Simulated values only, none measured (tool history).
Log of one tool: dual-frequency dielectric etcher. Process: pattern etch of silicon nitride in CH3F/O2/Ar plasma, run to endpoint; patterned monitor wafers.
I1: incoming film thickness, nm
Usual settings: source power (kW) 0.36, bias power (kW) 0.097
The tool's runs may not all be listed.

Run 1, hour 0: usual settings but source power (kW) 0.4, bias power (kW) 0.085; I1 46.49. Result: endpoint time (s) 59.
Run 2, hour 43.1: usual settings; I1 46.81. Result: endpoint time (s) 59.4.
Run 3, hour 135.2: usual settings; I1 46.61. Result: endpoint time (s) 58.6.
Run 4, hour 180.9: usual settings; I1 46.76. Result: endpoint time (s) 58.7.
Run 5, hour 235.1: usual settings; I1 46.86. Result: endpoint time (s) 59.
Run 6, hour 297.5: usual settings; I1 46.37. Result: endpoint time (s) 59.
Run 7, hour 361.3: usual settings; I1 46.59. Result: endpoint time (s) 58.8.
Run 8, hour 429: usual settings but source power (kW) 0.31, bias power (kW) 0.08; I1 46.38. Result: endpoint time (s) 65.7.
Run 9, hour 470.7: usual settings but source power (kW) 0.42; I1 46.49. Result: endpoint time (s) 54.2.
At hour 547.2: wet clean of the chamber.
Run 10, hour 576.4: usual settings but source power (kW) 0.42; I1 46.2. Result: endpoint time (s) 52.6.
Run 11, hour 668.3: usual settings; I1 46.82. Result: endpoint time (s) 57.
Run 12, hour 749.1: usual settings but source power (kW) 0.32; I1 46.18. Result: endpoint time (s) 58.2.
Run 13, hour 813.1: usual settings but bias power (kW) 0.113; I1 46.65. Result: endpoint time (s) 52.7.
Run 14, hour 879.3: usual settings but bias power (kW) 0.113; I1 46.29. Result: endpoint time (s) 53.9.
Run 15, hour 977.4: usual settings but source power (kW) 0.32, bias power (kW) 0.087; I1 46.06. Result: endpoint time (s) 60.4.
Run 16, hour 1052.4: usual settings; I1 46.5. Result: endpoint time (s) 55.8.
Run 17, hour 1155.3: usual settings but source power (kW) 0.31; I1 46.08. Result: endpoint time (s) 58.7.
Run 18, hour 1248.7: usual settings; I1 46.38. Result: endpoint time (s) 55.3.
At hour 1339.8: wet clean of the chamber, repeated, since the last time left the tool worse.
At hour 1342.6: source power generator calibrated.
Run 19, hour 1343.1: usual settings but source power (kW) 0.32, bias power (kW) 0.077; I1 46.12. Result: endpoint time (s) 66.4.
At hour 1389.1: bias power generator calibrated.
Run 20, hour 1423.5: usual settings but source power (kW) 0.29, bias power (kW) 0.075; I1 46.42. Result: endpoint time (s) 70.9.
Run 21, hour 1529.3: usual settings but source power (kW) 0.32, bias power (kW) 0.075; I1 46.47. Result: endpoint time (s) 67.5.
Run 22, hour 1622.4: usual settings; I1 46.6. Result: endpoint time (s) 58.4.
At hour 1650.2: upper electrode replaced.
Run 23, hour 1724: usual settings; I1 46.64. Result: endpoint time (s) 58.
Run 24, hour 1814.8: usual settings but source power (kW) 0.39, bias power (kW) 0.115; I1 46.75. Result: endpoint time (s) 52.9.
Run 25, hour 1921: usual settings but source power (kW) 0.32, bias power (kW) 0.118; I1 46.64. Result: endpoint time (s) 56.5.
Run 26, hour 2025.5: usual settings but bias power (kW) 0.119; I1 47.04. Result: endpoint time (s) 54.8.
At hour 2068.1: wet clean of the chamber.
Run 27, hour 2131.4: usual settings but source power (kW) 0.41, bias power (kW) 0.074; I1 46.6. Result: endpoint time (s) 60.8.
Run 28, hour 2262: usual settings but source power (kW) 0.3; I1 46.48. Result: endpoint time (s) 63.4.
Run 29, hour 2353.5: usual settings but source power (kW) 0.28, bias power (kW) 0.118; I1 46.41. Result: endpoint time (s) 61.2.
Run 30, hour 2454: usual settings but source power (kW) 0.32, bias power (kW) 0.111; I1 46.24. Result: endpoint time (s) 57.4.
Run 31, hour 2560.2: usual settings but bias power (kW) 0.078; I1 46.56. Result: endpoint time (s) 62.4.

The next listed run, before its measurement:
Run 32, hour 2634.4: usual settings but source power (kW) 0.44; I1 46.77. Result: endpoint time (s) ?.

Run 32 gave endpoint time (s) 53.5.
Without the tool's hidden state the same run would have given endpoint time (s) 54.4.
